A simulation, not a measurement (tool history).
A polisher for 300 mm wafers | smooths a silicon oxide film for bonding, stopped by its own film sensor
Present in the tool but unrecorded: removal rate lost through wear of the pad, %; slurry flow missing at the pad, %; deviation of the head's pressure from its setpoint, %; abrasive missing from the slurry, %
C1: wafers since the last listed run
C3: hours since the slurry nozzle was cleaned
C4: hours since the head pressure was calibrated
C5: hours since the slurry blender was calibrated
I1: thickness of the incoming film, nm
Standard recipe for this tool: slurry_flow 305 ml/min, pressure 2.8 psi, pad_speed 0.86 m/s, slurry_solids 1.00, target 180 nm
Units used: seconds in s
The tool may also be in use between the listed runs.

run 1 hour=0.0 | slurry_flow=305 pressure=2.8 pad_speed=0.86 slurry_solids=1.00 target=180 | C1=0 wafers_polished_on_this_pad=144 C3=543.9 C4=479.6 C5=44.4 | I1=231.4 | seconds=66.7
run 2 hour=22.6 | slurry_flow=305 pressure=2.8 pad_speed=0.86 slurry_solids=1.00 target=180 | C1=273 wafers_polished_on_this_pad=418 C3=566.5 C4=502.2 C5=67.0 | I1=232.8 | seconds=68.9
run 3 hour=45.4 | slurry_flow=360 pressure=2.8 pad_speed=0.86 slurry_solids=1.00 target=180 | C1=276 wafers_polished_on_this_pad=694 C3=589.3 C4=525.0 C5=89.8 | I1=228.9 | seconds=62.4
run 4 hour=66.9 | slurry_flow=360 pressure=2.8 pad_speed=0.86 slurry_solids=1.00 target=180 | C1=260 wafers_polished_on_this_pad=955 C3=610.8 C4=546.5 C5=111.3 | I1=233.0 | seconds=70.9
run 5 hour=92.3 | slurry_flow=305 pressure=2.8 pad_speed=0.86 slurry_solids=1.00 target=180 | C1=307 wafers_polished_on_this_pad=1262 C3=636.2 C4=571.9 C5=136.7 | I1=228.0 | seconds=63.0
-- hour=103.5 worn pad replaced by a new one
run 6 hour=117.6 | slurry_flow=305 pressure=2.8 pad_speed=0.86 slurry_solids=1.00 target=180 | C1=258 wafers_polished_on_this_pad=170 C3=661.5 C4=597.2 C5=162.0 | I1=229.5 | seconds=66.1
run 7 hour=148.9 | slurry_flow=305 pressure=2.8 pad_speed=0.86 slurry_solids=1.00 target=180 | C1=379 wafers_polished_on_this_pad=549 C3=692.8 C4=628.5 C5=193.3 | I1=229.4 | seconds=65.3
run 8 hour=184.5 | slurry_flow=305 pressure=3.3 pad_speed=0.86 slurry_solids=1.00 target=180 | C1=431 wafers_polished_on_this_pad=981 C3=728.4 C4=664.1 C5=228.9 | I1=225.6 | seconds=51.7
-- hour=199.0 slurry blender recalibrated
run 9 hour=206.3 | slurry_flow=305 pressure=3.3 pad_speed=0.86 slurry_solids=1.00 target=180 | C1=239 wafers_polished_on_this_pad=1221 C3=750.2 C4=685.9 C5=7.3 | I1=231.2 | seconds=62.7
-- hour=215.4 slurry nozzle cleaned
run 10 hour=221.1 | slurry_flow=305 pressure=3.3 pad_speed=0.86 slurry_solids=1.00 target=186 | C1=167 wafers_polished_on_this_pad=1388 C3=5.7 C4=700.7 C5=22.1 | I1=231.1 | seconds=53.4
-- hour=230.4 worn pad replaced by a new one
run 11 hour=247.4 | slurry_flow=305 pressure=3.3 pad_speed=0.86 slurry_solids=1.00 target=186 | C1=270 wafers_polished_on_this_pad=206 C3=32.0 C4=727.0 C5=48.4 | I1=230.6 | seconds=54.0
run 12 hour=281.3 | slurry_flow=225 pressure=2.8 pad_speed=0.86 slurry_solids=0.80 target=180 | C1=410 wafers_polished_on_this_pad=617 C3=65.9 C4=760.9 C5=82.3 | I1=229.7 | seconds=77.0
run 13 hour=308.5 | slurry_flow=345 pressure=2.8 pad_speed=0.86 slurry_solids=1.00 target=164 | C1=329 wafers_polished_on_this_pad=946 C3=93.1 C4=788.1 C5=109.5 | I1=232.1 | seconds=97.9
-- hour=312.1 slurry blender recalibrated, repeated, since the last time left the tool worse
run 14 hour=328.6 | slurry_flow=205 pressure=2.3 pad_speed=0.86 slurry_solids=1.00 target=196 | C1=219 wafers_polished_on_this_pad=1166 C3=113.2 C4=808.2 C5=16.5 | I1=226.0 | seconds=48.2
-- hour=334.4 head pressure recalibrated
run 15 hour=362.1 | slurry_flow=305 pressure=2.8 pad_speed=0.86 slurry_solids=1.00 target=180 | C1=381 wafers_polished_on_this_pad=1548 C3=146.7 C4=27.7 C5=50.0 | I1=231.7 | seconds=67.4
-- hour=366.4 worn pad replaced by a new one
run 16 hour=384.4 | slurry_flow=405 pressure=2.5 pad_speed=0.62 slurry_solids=1.00 target=175 | C1=221 wafers_polished_on_this_pad=217 C3=169.0 C4=50.0 C5=72.3 | I1=229.3 | seconds=90.8
run 17 hour=408.0 | slurry_flow=305 pressure=2.8 pad_speed=0.86 slurry_solids=1.00 target=180 | C1=285 wafers_polished_on_this_pad=503 C3=192.6 C4=73.6 C5=95.9 | I1=225.9 | seconds=60.3
run 18 hour=440.0 | slurry_flow=305 pressure=2.8 pad_speed=0.86 slurry_solids=1.00 target=180 | C1=387 wafers_polished_on_this_pad=891 C3=224.6 C4=105.6 C5=127.9 | I1=231.5 | seconds=68.3
run 19 hour=474.5 | slurry_flow=350 pressure=2.8 pad_speed=0.86 slurry_solids=1.00 target=180 | C1=418 wafers_polished_on_this_pad=1309 C3=259.1 C4=140.1 C5=162.4 | I1=230.3 | seconds=65.6
-- hour=489.4 worn pad replaced by a new one
run 20 hour=504.8 | slurry_flow=350 pressure=2.8 pad_speed=0.86 slurry_solids=1.00 target=180 | C1=318 wafers_polished_on_this_pad=186 C3=289.4 C4=170.4 C5=192.7 | I1=227.4 | seconds=61.8
run 21 hour=532.3 | slurry_flow=235 pressure=2.8 pad_speed=0.86 slurry_solids=0.70 target=180 | C1=333 wafers_polished_on_this_pad=519 C3=316.9 C4=197.9 C5=220.2 | I1=228.1 | seconds=70.5
run 22 hour=564.7 | slurry_flow=305 pressure=2.1 pad_speed=1.10 slurry_solids=1.00 target=197 | C1=392 wafers_polished_on_this_pad=912 C3=349.3 C4=230.3 C5=252.6 | I1=232.3 | seconds=55.5
run 23 hour=583.6 | slurry_flow=305 pressure=2.8 pad_speed=0.58 slurry_solids=1.20 target=175 | C1=229 wafers_polished_on_this_pad=1141 C3=368.2 C4=249.2 C5=271.5 | I1=234.4 | seconds=91.3
-- hour=598.8 slurry blender recalibrated
run 24 hour=606.5 | slurry_flow=305 pressure=3.3 pad_speed=0.86 slurry_solids=1.00 target=180 | C1=253 wafers_polished_on_this_pad=1394 C3=391.1 C4=272.1 C5=7.7 | I1=231.4 | seconds=57.0
-- hour=622.1 worn pad replaced by a new one
run 25 hour=629.3 | slurry_flow=305 pressure=2.8 pad_speed=0.68 slurry_solids=1.15 target=180 | C1=227 wafers_polished_on_this_pad=87 C3=413.9 C4=294.9 C5=30.5 | I1=226.8 | seconds=65.1

Hidden state, per run?
removal rate lost through wear of the pad, %: 0 in every run
slurry flow missing at the pad, %: 0 in every run
deviation of the head's pressure from its setpoint, %: 0 in every run
H1: abrasive missing from the slurry, %
run=1 H1=5.95
run=2 H1=7.51
run=3 H1=9.08
run=4 H1=10.6
run=5 H1=12.3
run=6 H1=14
run=7 H1=16.2
run=8 H1=18.7
run=9 H1=38.4
run=10 H1=39.4
run=11 H1=41.2
run=12 H1=43.6
run=13 H1=45.4
run=14 H1=1.17
run=15 H1=3.48
run=16 H1=5.02
run=17 H1=6.64
run=18 H1=8.85
run=19 H1=11.2
run=20 H1=13.3
run=21 H1=15.2
run=22 H1=17.4
run=23 H1=18.7
run=24 H1=1.38
run=25 H1=2.95
